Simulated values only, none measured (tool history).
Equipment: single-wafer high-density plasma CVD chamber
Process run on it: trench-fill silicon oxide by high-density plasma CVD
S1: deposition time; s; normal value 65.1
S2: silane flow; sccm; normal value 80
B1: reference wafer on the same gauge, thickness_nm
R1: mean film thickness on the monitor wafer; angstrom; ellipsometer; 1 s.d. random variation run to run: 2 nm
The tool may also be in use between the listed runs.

run 1 hour=0.0 | S1=65.1 S2=80 | B1=449.968 | R1=4377.07
run 2 hour=83.8 | S1=65.1 S2=80 | B1=450.294 | R1=4414.25
run 3 hour=301.4 | S1=65.1 S2=80 | B1=449.314 | R1=4376.95
run 4 hour=582.5 | S1=65.1 S2=80 | B1=450.337 | R1=4380.58
run 5 hour=621.1 | S1=65.1 S2=80 | B1=449.112 | R1=4361.35
run 6 hour=686.7 | S1=65.1 S2=80 | B1=450.851 | R1=4322.86
-- hour=757.7 silane flow controller replaced
run 7 hour=778.0 | S1=65.1 S2=83 | B1=451.110 | R1=4621.24
run 8 hour=848.8 | S1=65.1 S2=83 | B1=449.564 | R1=4627.35
run 9 hour=908.5 | S1=65.1 S2=83 | B1=449.929 | R1=4613.45
run 10 hour=976.3 | S1=65.1 S2=80 | B1=450.114 | R1=4466.86
run 11 hour=1062.3 | S1=65.1 S2=80 | B1=450.232 | R1=4485.16
-- hour=1092.0 gauge calibrated
run 12 hour=1146.8 | S1=65.1 S2=80 | B1=450.646 | R1=4457.55
run 13 hour=1222.1 | S1=65.1 S2=80 | B1=450.493 | R1=4474.72

What does the tool deliver on the next run?
run 14 hour=1267.4 | S1=65.1 S2=80 | B1=? | R1=?

{"run 14": {"B1": 451.005, "R1": 4402.08}}
Take away the tool's hidden state, keep the run-to-run variation as it was, and the same run would have given R1 4418.90 angstrom.
